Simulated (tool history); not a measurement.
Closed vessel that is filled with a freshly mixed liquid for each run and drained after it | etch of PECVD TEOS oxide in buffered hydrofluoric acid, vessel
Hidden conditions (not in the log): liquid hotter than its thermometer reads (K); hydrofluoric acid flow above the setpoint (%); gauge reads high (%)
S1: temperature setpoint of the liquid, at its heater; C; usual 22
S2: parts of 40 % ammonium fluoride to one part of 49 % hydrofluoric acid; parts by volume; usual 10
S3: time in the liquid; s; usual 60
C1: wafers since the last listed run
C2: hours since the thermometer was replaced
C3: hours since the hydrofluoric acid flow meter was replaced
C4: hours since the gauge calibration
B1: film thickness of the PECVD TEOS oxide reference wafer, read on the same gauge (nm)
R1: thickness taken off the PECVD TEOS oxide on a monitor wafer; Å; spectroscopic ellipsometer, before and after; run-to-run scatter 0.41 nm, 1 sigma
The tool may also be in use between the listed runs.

| run | hour | S1 | S2 | S3 | C1 | C2 | C3 | C4 | B1 | R1 |
|---|---|---|---|---|---|---|---|---|---|---|
| 1 | 0 | 22 | 10 | 60 | 0 | 1095.9 | 1100.3 | 2824.5 | 90 | 858.4 |
| 2 | 103.9 | 22 | 10 | 60 | 9748 | 1199.8 | 1204.2 | 2928.4 | 90 | 861.6 |
| 3 | 204.2 | 22 | 10 | 60 | 9410 | 1300.1 | 1304.5 | 3028.7 | 89.99 | 858 |
| 4 | 260.1 | 22 | 10 | 60 | 5244 | 1356 | 1360.4 | 3084.6 | 90.01 | 866.4 |
| 5 | 349.2 | 22 | 10 | 60 | 8359 | 1445.1 | 1449.5 | 3173.7 | 89.99 | 856.3 |
| 6 | 423.3 | 22 | 10 | 60 | 6952 | 1519.2 | 1523.6 | 3247.8 | 89.97 | 864.1 |
|  | 425.4 | thermometer replaced |
| 7 | 499 | 22 | 10 | 60 | 7008 | 73.6 | 1599.3 | 3323.5 | 89.99 | 867 |
| 8 | 589.5 | 22 | 10 | 60 | 8490 | 164.1 | 1689.8 | 3414 | 90 | 863.2 |
| 9 | 680.7 | 22 | 10 | 60 | 8556 | 255.3 | 1781 | 3505.2 | 90.02 | 869.1 |
| 10 | 727.8 | 22 | 10 | 60 | 4419 | 302.4 | 1828.1 | 3552.3 | 90.04 | 867.4 |
| 11 | 786.5 | 22 | 10 | 60 | 5507 | 361.1 | 1886.8 | 3611 | 90.03 | 871.3 |
| 12 | 833.1 | 22 | 10 | 60 | 4372 | 407.7 | 1933.4 | 3657.6 | 90.03 | 869.6 |
| 13 | 902.2 | 22 | 14 | 60 | 6483 | 476.8 | 2002.5 | 3726.7 | 90 | 649.4 |
| 14 | 967.1 | 17.5 | 11.5 | 45 | 6089 | 541.7 | 2067.4 | 3791.6 | 90.03 | 460.3 |
|  | 1032.5 | hydrofluoric acid flow meter replaced |
| 15 | 1070.3 | 19.5 | 8 | 60 | 9588 | 644.9 | 37.8 | 3894.8 | 90.03 | 878.6 |
| 16 | 1139.9 | 24.5 | 7 | 60 | 6530 | 714.5 | 107.4 | 3964.4 | 90.02 | 1338.3 |
| 17 | 1205.3 | 22 | 10 | 90 | 6136 | 779.9 | 172.8 | 4029.8 | 89.99 | 1245 |
|  | 1247.3 | gauge calibrated |
| 18 | 1267.1 | 18 | 10 | 60 | 5798 | 841.7 | 234.6 | 19.8 | 89.99 | 661.7 |
| 19 | 1309.7 | 27 | 12.5 | 85 | 3996 | 884.3 | 277.2 | 62.4 | 90 | 1254.1 |
| 20 | 1350 | 26 | 10 | 60 | 3781 | 924.6 | 317.5 | 102.7 | 90.02 | 1041.6 |
| 21 | 1608.6 | 19 | 7 | 45 | 24262 | 1183.2 | 576.1 | 361.3 | 89.98 | 756.8 |
| 22 | 1698.9 | 22 | 13 | 60 | 8472 | 1273.5 | 666.4 | 451.6 | 90.02 | 664 |
| 23 | 1740.6 | 22 | 10 | 60 | 3912 | 1315.2 | 708.1 | 493.3 | 90.01 | 842.1 |
| 24 | 1788.3 | 20.5 | 11.5 | 80 | 4475 | 1362.9 | 755.8 | 541 | 89.99 | 922.2 |
| 25 | 1874.7 | 22 | 10 | 60 | 8106 | 1449.3 | 842.2 | 627.4 | 90.02 | 853.2 |
|  | 1905.6 | thermometer replaced |
| 26 | 1943.2 | 24 | 11.5 | 80 | 6333 | 37.6 | 910.7 | 695.9 | 90.01 | 1114.1 |
| 27 | 1988.4 | 22 | 10 | 60 | 4240 | 82.8 | 955.9 | 741.1 | 90.01 | 852.6 |
| 28 | 2040.1 | 24.5 | 10 | 75 | 4850 | 134.5 | 1007.6 | 792.8 | 90.01 | 1228.6 |
| 29 | 2131.4 | 27 | 11.5 | 95 | 8566 | 225.8 | 1098.9 | 884.1 | 90.02 | 1576.7 |
| 30 | 2193.8 | 22 | 10 | 60 | 5854 | 288.2 | 1161.3 | 946.5 | 89.99 | 852 |
| 31 | 2269.9 | 18 | 6.5 | 60 | 7139 | 364.3 | 1237.4 | 1022.6 | 90.03 | 1032.2 |
| 32 | 2331.2 | 22 | 10 | 70 | 5751 | 425.6 | 1298.7 | 1083.9 | 90 | 1001.5 |
| 33 | 2399.7 | 22 | 10 | 60 | 6426 | 494.1 | 1367.2 | 1152.4 | 89.99 | 865.8 |
| 34 | 2450.8 | 27 | 12 | 35 | 4794 | 545.2 | 1418.3 | 1203.5 | 89.98 | 560.5 |

Here are 3 independent what-if runs from the current tool condition. What would each one return?
| A | 2451.5 | 22 | 11 | 60 | 65 | 545.9 | 1419 | 1204.2 | ? | ? |
| B | 2451.5 | 24 | 10 | 80 | 65 | 545.9 | 1419 | 1204.2 | ? | ? |
| C | 2451.5 | 22 | 10 | 35 | 65 | 545.9 | 1419 | 1204.2 | ? | ? |

| run | B1 | R1 |
|---|---|---|
| A | 89.96 | 797.8 |
| B | 89.96 | 1277.6 |
| C | 89.96 | 500.8 |
The same runs, with their run-to-run variation unchanged, on a tool lacking any hidden condition would have given:
| run | R1 |
|---|---|
| A | 755.2 |
| B | 1233 |
| C | 483.4 |
